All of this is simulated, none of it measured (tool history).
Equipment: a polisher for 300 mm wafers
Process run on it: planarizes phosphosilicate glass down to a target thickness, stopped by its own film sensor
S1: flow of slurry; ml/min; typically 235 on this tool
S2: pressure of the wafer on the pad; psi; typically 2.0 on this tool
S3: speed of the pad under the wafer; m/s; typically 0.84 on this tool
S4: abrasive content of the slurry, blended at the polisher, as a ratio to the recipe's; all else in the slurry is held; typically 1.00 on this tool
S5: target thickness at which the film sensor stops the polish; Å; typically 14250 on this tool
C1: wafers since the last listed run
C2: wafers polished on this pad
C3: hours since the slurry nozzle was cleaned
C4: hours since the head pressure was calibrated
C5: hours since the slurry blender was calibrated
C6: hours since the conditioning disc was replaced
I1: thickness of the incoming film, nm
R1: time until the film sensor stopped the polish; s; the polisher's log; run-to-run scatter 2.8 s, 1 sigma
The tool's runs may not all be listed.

run 1 hour=0.0 | S1=235 S2=2.0 S3=0.84 S4=1.00 S5=12950 | C1=0 C2=4182 C3=774.2 C4=577.6 C5=73.5 C6=50.0 | I1=2032.8 | R1=183.6
run 2 hour=37.2 | S1=235 S2=2.0 S3=0.84 S4=1.00 S5=14250 | C1=279 C2=4462 C3=811.4 C4=614.8 C5=110.7 C6=87.2 | I1=2066.5 | R1=159.7
-- hour=58.9 worn pad replaced by a new one
-- hour=70.3 slurry nozzle cleaned
run 3 hour=125.9 | S1=235 S2=2.0 S3=0.84 S4=1.00 S5=14250 | C1=629 C2=496 C3=55.6 C4=703.5 C5=199.4 C6=175.9 | I1=2053.0 | R1=156.7
run 4 hour=217.4 | S1=235 S2=2.0 S3=0.84 S4=1.00 S5=14250 | C1=688 C2=1184 C3=147.1 C4=795.0 C5=290.9 C6=267.4 | I1=2055.7 | R1=160.7
run 5 hour=301.0 | S1=205 S2=2.0 S3=0.84 S4=1.00 S5=14250 | C1=628 C2=1813 C3=230.7 C4=878.6 C5=374.5 C6=351.0 | I1=2079.9 | R1=176.8
-- hour=340.1 head pressure recalibrated
run 6 hour=382.3 | S1=165 S2=2.2 S3=0.84 S4=1.00 S5=13320 | C1=596 C2=2409 C3=312.0 C4=42.2 C5=455.8 C6=432.3 | I1=2074.2 | R1=196.1
-- hour=618.4 conditioning disc replaced and pad reconditioned
-- hour=619.7 slurry blender recalibrated
run 7 hour=625.0 | S1=235 S2=2.0 S3=1.08 S4=0.75 S5=14250 | C1=1800 C2=4209 C3=554.7 C4=284.9 C5=5.3 C6=6.6 | I1=2033.8 | R1=140.9
run 8 hour=717.9 | S1=315 S2=2.0 S3=1.08 S4=0.80 S5=14250 | C1=698 C2=4908 C3=647.6 C4=377.8 C5=98.2 C6=99.5 | I1=2053.5 | R1=135.9
-- hour=753.0 worn pad replaced by a new one
run 9 hour=755.3 | S1=235 S2=2.0 S3=0.84 S4=1.00 S5=14250 | C1=251 C2=17 C3=685.0 C4=415.2 C5=135.6 C6=136.9 | I1=2064.6 | R1=159.6
-- hour=809.5 slurry nozzle cleaned
run 10 hour=861.4 | S1=235 S2=2.0 S3=0.84 S4=0.85 S5=14250 | C1=790 C2=807 C3=51.9 C4=521.3 C5=241.7 C6=243.0 | I1=2054.3 | R1=172.3
run 11 hour=898.1 | S1=235 S2=2.0 S3=0.84 S4=0.85 S5=14250 | C1=276 C2=1084 C3=88.6 C4=558.0 C5=278.4 C6=279.7 | I1=2064.9 | R1=178.4
run 12 hour=955.7 | S1=235 S2=2.0 S3=0.84 S4=1.00 S5=14250 | C1=433 C2=1517 C3=146.2 C4=615.6 C5=336.0 C6=337.3 | I1=2067.4 | R1=166.1
run 13 hour=998.7 | S1=235 S2=1.5 S3=0.84 S4=1.00 S5=14250 | C1=323 C2=1840 C3=189.2 C4=658.6 C5=379.0 C6=380.3 | I1=2044.9 | R1=201.1
run 14 hour=1062.6 | S1=300 S2=2.0 S3=0.84 S4=0.75 S5=14250 | C1=480 C2=2321 C3=253.1 C4=722.5 C5=442.9 C6=444.2 | I1=2074.9 | R1=193.4
run 15 hour=1149.6 | S1=235 S2=2.0 S3=0.84 S4=1.00 S5=14250 | C1=654 C2=2975 C3=340.1 C4=809.5 C5=529.9 C6=531.2 | I1=2079.0 | R1=185.4
-- hour=1155.2 slurry blender recalibrated
run 16 hour=1203.7 | S1=205 S2=1.5 S3=0.84 S4=1.30 S5=14850 | C1=391 C2=3367 C3=394.2 C4=863.6 C5=48.5 C6=585.3 | I1=2042.6 | R1=154.1
run 17 hour=1254.4 | S1=235 S2=2.0 S3=0.84 S4=1.00 S5=14250 | C1=381 C2=3748 C3=444.9 C4=914.3 C5=99.2 C6=636.0 | I1=2035.2 | R1=154.9
-- hour=1266.6 conditioning disc replaced and pad reconditioned
-- hour=1299.4 worn pad replaced by a new one
run 18 hour=1337.7 | S1=235 S2=2.5 S3=0.62 S4=0.90 S5=13530 | C1=581 C2=287 C3=528.2 C4=997.6 C5=182.5 C6=71.1 | I1=2048.8 | R1=198.5
run 19 hour=1379.8 | S1=295 S2=2.7 S3=0.76 S4=1.00 S5=14250 | C1=316 C2=604 C3=570.3 C4=1039.7 C5=224.6 C6=113.2 | I1=2075.5 | R1=140.3
run 20 hour=1474.5 | S1=235 S2=2.0 S3=0.84 S4=1.00 S5=12950 | C1=712 C2=1316 C3=665.0 C4=1134.4 C5=319.3 C6=207.9 | I1=2023.3 | R1=190.6
run 21 hour=1542.9 | S1=210 S2=2.6 S3=0.84 S4=1.00 S5=14250 | C1=514 C2=1831 C3=733.4 C4=1202.8 C5=387.7 C6=276.3 | I1=2060.8 | R1=140.7
-- hour=1549.7 head pressure recalibrated
-- hour=1579.6 slurry nozzle cleaned
run 22 hour=1598.6 | S1=285 S2=2.4 S3=0.84 S4=1.00 S5=14250 | C1=396 C2=2227 C3=19.0 C4=48.9 C5=443.4 C6=332.0 | I1=2067.3 | R1=155.1
-- hour=1830.5 slurry blender recalibrated
-- hour=1879.5 conditioning disc replaced and pad reconditioned
run 23 hour=1920.5 | S1=235 S2=2.0 S3=0.84 S4=1.00 S5=13010 | C1=2391 C2=4618 C3=340.9 C4=370.8 C5=90.0 C6=41.0 | I1=2060.2 | R1=186.5
-- hour=1966.9 worn pad replaced by a new one
run 24 hour=2014.0 | S1=235 S2=2.0 S3=0.84 S4=1.10 S5=12690 | C1=673 C2=354 C3=434.4 C4=464.3 C5=183.5 C6=134.5 | I1=2041.4 | R1=179.2

Measured result minus the same run's result without the hidden state. Both carry the same run-to-run variation, though not necessarily the same gauge scatter:
The hidden state here: removal rate lost through wear of the pad, %; slurry flow missing at the pad, %; deviation of the head's pressure from its setpoint, %; abrasive missing from the slurry, %; time polished since the conditioner stopped cutting, s.
run=1 R1=+1.1
run=2 R1=+1.4
run=3 R1=+3.1
run=4 R1=+6.3
run=5 R1=+11.3
run=6 R1=+18.9
run=7 R1=+0.9
run=8 R1=+1.4
run=9 R1=+2.0
run=10 R1=+5.5
run=11 R1=+7.2
run=12 R1=+8.8
run=13 R1=+13.5
run=14 R1=+20.4
run=15 R1=+25.2
run=16 R1=+4.6
run=17 R1=+5.9
run=18 R1=+10.1
run=19 R1=+7.8
run=20 R1=+15.2
run=21 R1=+14.6
run=22 R1=+19.8
run=23 R1=+1.7
run=24 R1=+3.3

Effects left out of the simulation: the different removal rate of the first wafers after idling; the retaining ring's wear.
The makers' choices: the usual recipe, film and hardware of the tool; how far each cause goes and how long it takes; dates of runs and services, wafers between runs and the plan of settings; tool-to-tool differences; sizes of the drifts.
